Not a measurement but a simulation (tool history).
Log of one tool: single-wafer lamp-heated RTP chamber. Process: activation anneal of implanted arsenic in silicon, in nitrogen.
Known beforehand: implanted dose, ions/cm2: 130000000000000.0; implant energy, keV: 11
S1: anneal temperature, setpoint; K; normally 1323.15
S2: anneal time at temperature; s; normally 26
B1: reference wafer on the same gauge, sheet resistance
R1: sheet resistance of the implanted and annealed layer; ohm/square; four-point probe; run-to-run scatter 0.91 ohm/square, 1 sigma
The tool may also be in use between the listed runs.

{"run": 1, "hour": 0.0, "S1": 1323.15, "S2": 26, "B1": 515.39, "R1": 486.03}
{"hour": 47.2, "done": "pyrometer window cleaned and pyrometer calibrated"}
{"hour": 179.1, "done": "reflector plate cleaned"}
{"run": 2, "hour": 179.7, "S1": 1323.15, "S2": 26, "B1": 515.93, "R1": 488.31}
{"run": 3, "hour": 269.6, "S1": 1323.15, "S2": 26, "B1": 516.62, "R1": 487.45}
{"hour": 286.7, "done": "gauge calibrated"}
{"hour": 580.2, "done": "pyrometer window cleaned and pyrometer calibrated"}
{"run": 4, "hour": 588.5, "S1": 1323.15, "S2": 26, "B1": 516.2, "R1": 485.17}
{"run": 5, "hour": 690.9, "S1": 1323.15, "S2": 26, "B1": 515.99, "R1": 484.75}
{"hour": 779.0, "done": "reflector plate cleaned"}
{"run": 6, "hour": 797.4, "S1": 1300.15, "S2": 22, "B1": 516.25, "R1": 493.31}
{"run": 7, "hour": 896.8, "S1": 1300.15, "S2": 22, "B1": 515.75, "R1": 494.06}
{"run": 8, "hour": 965.1, "S1": 1323.15, "S2": 26, "B1": 515.79, "R1": 482.8}
{"run": 9, "hour": 1054.0, "S1": 1323.15, "S2": 26, "B1": 516.1, "R1": 483.74}
{"hour": 1104.1, "done": "pyrometer window cleaned and pyrometer calibrated, repeated, since the last time left the tool worse"}
{"run": 10, "hour": 1139.3, "S1": 1323.15, "S2": 26, "B1": 515.88, "R1": 490.3}
{"run": 11, "hour": 1234.9, "S1": 1323.15, "S2": 26, "B1": 515.89, "R1": 491.12}
{"run": 12, "hour": 1317.5, "S1": 1323.15, "S2": 35, "B1": 515.7, "R1": 484.43}
{"hour": 1349.0, "done": "reflector plate cleaned"}
{"run": 13, "hour": 1409.1, "S1": 1323.15, "S2": 35, "B1": 515.49, "R1": 480.95}
{"run": 14, "hour": 1516.0, "S1": 1323.15, "S2": 35, "B1": 516.35, "R1": 481.71}
{"run": 15, "hour": 1616.3, "S1": 1323.15, "S2": 26, "B1": 516.65, "R1": 487.11}
{"run": 16, "hour": 1719.6, "S1": 1315.15, "S2": 39, "B1": 516.4, "R1": 482.66}
{"hour": 1746.0, "done": "pyrometer window cleaned and pyrometer calibrated"}
{"run": 17, "hour": 1800.5, "S1": 1323.15, "S2": 26, "B1": 516.22, "R1": 488.51}
{"run": 18, "hour": 1905.7, "S1": 1295.15, "S2": 15, "B1": 516.33, "R1": 501.11}
{"run": 19, "hour": 1963.2, "S1": 1323.15, "S2": 26, "B1": 516.08, "R1": 490.69}
{"hour": 1998.8, "done": "reflector plate cleaned"}
{"run": 20, "hour": 2058.9, "S1": 1323.15, "S2": 16, "B1": 515.6, "R1": 493.97}
{"hour": 2068.1, "done": "gauge calibrated"}
{"run": 21, "hour": 2117.3, "S1": 1297.15, "S2": 36, "B1": 515.78, "R1": 491.11}
{"run": 22, "hour": 2190.4, "S1": 1323.15, "S2": 41, "B1": 515.93, "R1": 478.9}
{"hour": 2281.5, "done": "pyrometer window cleaned and pyrometer calibrated"}
{"run": 23, "hour": 2284.0, "S1": 1308.15, "S2": 34, "B1": 515.59, "R1": 490.53}
{"run": 24, "hour": 2373.8, "S1": 1301.15, "S2": 35, "B1": 516.15, "R1": 491.82}
{"run": 25, "hour": 2467.5, "S1": 1331.15, "S2": 21, "B1": 515.35, "R1": 489.16}
{"run": 26, "hour": 2512.7, "S1": 1323.15, "S2": 26, "B1": 515.79, "R1": 487.25}
{"run": 27, "hour": 2596.7, "S1": 1307.15, "S2": 15, "B1": 516.11, "R1": 498.41}
{"hour": 2643.2, "done": "reflector plate cleaned"}
{"run": 28, "hour": 2645.3, "S1": 1323.15, "S2": 26, "B1": 516.23, "R1": 487.93}
{"run": 29, "hour": 2796.7, "S1": 1310.15, "S2": 20, "B1": 516.03, "R1": 493.47}
{"hour": 2852.6, "done": "pyrometer window cleaned and pyrometer calibrated"}
{"run": 30, "hour": 2870.2, "S1": 1346.15, "S2": 11, "B1": 516.02, "R1": 493.61}

Here are 4 independent what-if runs from the current tool condition. What would each one return?
{"run": "A", "hour": 2870.6, "S1": 1323.15, "S2": 18, "B1": "?", "R1": "?"}
{"run": "B", "hour": 2870.6, "S1": 1352.15, "S2": 14, "B1": "?", "R1": "?"}
{"run": "C", "hour": 2870.6, "S1": 1314.15, "S2": 30, "B1": "?", "R1": "?"}
{"run": "D", "hour": 2870.6, "S1": 1299.15, "S2": 17, "B1": "?", "R1": "?"}

run=A B1=516.09 R1=493.83
run=B B1=516.09 R1=488.17
run=C B1=516.09 R1=489.82
run=D B1=516.09 R1=499.75
Stripped of hidden state, with their random variation kept, the same runs would have yielded:
run=A R1=493.98
run=B R1=488.36
run=C R1=490.01
run=D R1=499.84
